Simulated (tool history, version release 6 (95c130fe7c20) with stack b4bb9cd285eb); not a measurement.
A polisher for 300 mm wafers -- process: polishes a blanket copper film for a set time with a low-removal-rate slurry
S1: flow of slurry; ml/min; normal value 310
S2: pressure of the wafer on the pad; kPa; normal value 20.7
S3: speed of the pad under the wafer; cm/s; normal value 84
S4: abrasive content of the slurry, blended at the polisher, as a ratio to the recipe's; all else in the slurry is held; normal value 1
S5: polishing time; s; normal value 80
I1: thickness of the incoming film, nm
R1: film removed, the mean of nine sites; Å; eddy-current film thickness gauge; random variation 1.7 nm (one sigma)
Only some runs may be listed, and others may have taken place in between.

{"run": 1, "day": 0.0, "S1": 310, "S2": 20.7, "S3": 84, "S4": 1, "S5": 80, "I1": 1011, "R1": 1981}
{"day": 0.783, "done": "worn pad replaced by a new one"}
{"run": 2, "day": 3.883, "S1": 310, "S2": 20.7, "S3": 84, "S4": 1, "S5": 80, "I1": 1024.1, "R1": 1934}
{"run": 3, "day": 6.117, "S1": 310, "S2": 20.7, "S3": 84, "S4": 1, "S5": 80, "I1": 1022.2, "R1": 1955}
{"run": 4, "day": 8.746, "S1": 310, "S2": 20.7, "S3": 84, "S4": 1, "S5": 80, "I1": 1035.6, "R1": 1949}
{"day": 12.558, "done": "worn pad replaced by a new one"}
{"run": 5, "day": 12.688, "S1": 310, "S2": 20.7, "S3": 84, "S4": 1, "S5": 80, "I1": 1020.8, "R1": 1920}
{"run": 6, "day": 15.312, "S1": 310, "S2": 20.7, "S3": 84, "S4": 1, "S5": 80, "I1": 1010.8, "R1": 1927}
{"run": 7, "day": 17.075, "S1": 310, "S2": 20.7, "S3": 84, "S4": 1, "S5": 73, "I1": 1004.3, "R1": 1777}
{"day": 17.792, "done": "slurry nozzle cleaned"}
{"day": 19.371, "done": "slurry blender recalibrated"}
{"run": 8, "day": 20.888, "S1": 310, "S2": 20.7, "S3": 84, "S4": 1, "S5": 73, "I1": 1020.3, "R1": 1744}
{"day": 23.792, "done": "worn pad replaced by a new one"}
{"run": 9, "day": 25.146, "S1": 380, "S2": 20.7, "S3": 84, "S4": 1, "S5": 105, "I1": 1016.7, "R1": 2566}
{"day": 26.392, "done": "slurry nozzle cleaned, repeated, since the last time left the tool worse"}
{"run": 10, "day": 29.608, "S1": 310, "S2": 20.7, "S3": 106, "S4": 1, "S5": 96, "I1": 1023.8, "R1": 2831}
{"day": 30.567, "done": "head pressure recalibrated"}
{"run": 11, "day": 31.192, "S1": 375, "S2": 20.7, "S3": 98, "S4": 0.75, "S5": 69, "I1": 1033.1, "R1": 1877}
{"run": 12, "day": 33.671, "S1": 310, "S2": 26.9, "S3": 54, "S4": 1, "S5": 80, "I1": 1032, "R1": 1793}
{"day": 34.175, "done": "worn pad replaced by a new one"}
{"run": 13, "day": 36.829, "S1": 310, "S2": 14.5, "S3": 104, "S4": 1.1, "S5": 106, "I1": 1008.4, "R1": 2181}
{"run": 14, "day": 40.854, "S1": 310, "S2": 20.7, "S3": 84, "S4": 0.8, "S5": 88, "I1": 1017.5, "R1": 2075}
{"day": 41.867, "done": "slurry blender recalibrated"}
{"day": 46.412, "done": "worn pad replaced by a new one"}
{"day": 47.396, "done": "slurry nozzle cleaned"}
{"run": 15, "day": 50.083, "S1": 310, "S2": 20.7, "S3": 84, "S4": 1, "S5": 80, "I1": 1042.5, "R1": 1948}
{"run": 16, "day": 54.317, "S1": 310, "S2": 20.7, "S3": 96, "S4": 1, "S5": 80, "I1": 1033, "R1": 2183}

Exercise: give the hidden state of the tool at every run:
removal rate lost through wear of the pad, %: 0 in every run
deviation of the head's pressure from its setpoint, %: 0 in every run
abrasive missing from the slurry, %: 0 in every run
H1: slurry flow missing at the pad, %
run=1 H1=9.52
run=2 H1=14.7
run=3 H1=16.8
run=4 H1=18.6
run=5 H1=20.3
run=6 H1=21.1
run=7 H1=21.5
run=8 H1=45
run=9 H1=51
run=10 H1=9.04
run=11 H1=11.6
run=12 H1=14.8
run=13 H1=17.6
run=14 H1=20
run=15 H1=6.47
run=16 H1=12.8

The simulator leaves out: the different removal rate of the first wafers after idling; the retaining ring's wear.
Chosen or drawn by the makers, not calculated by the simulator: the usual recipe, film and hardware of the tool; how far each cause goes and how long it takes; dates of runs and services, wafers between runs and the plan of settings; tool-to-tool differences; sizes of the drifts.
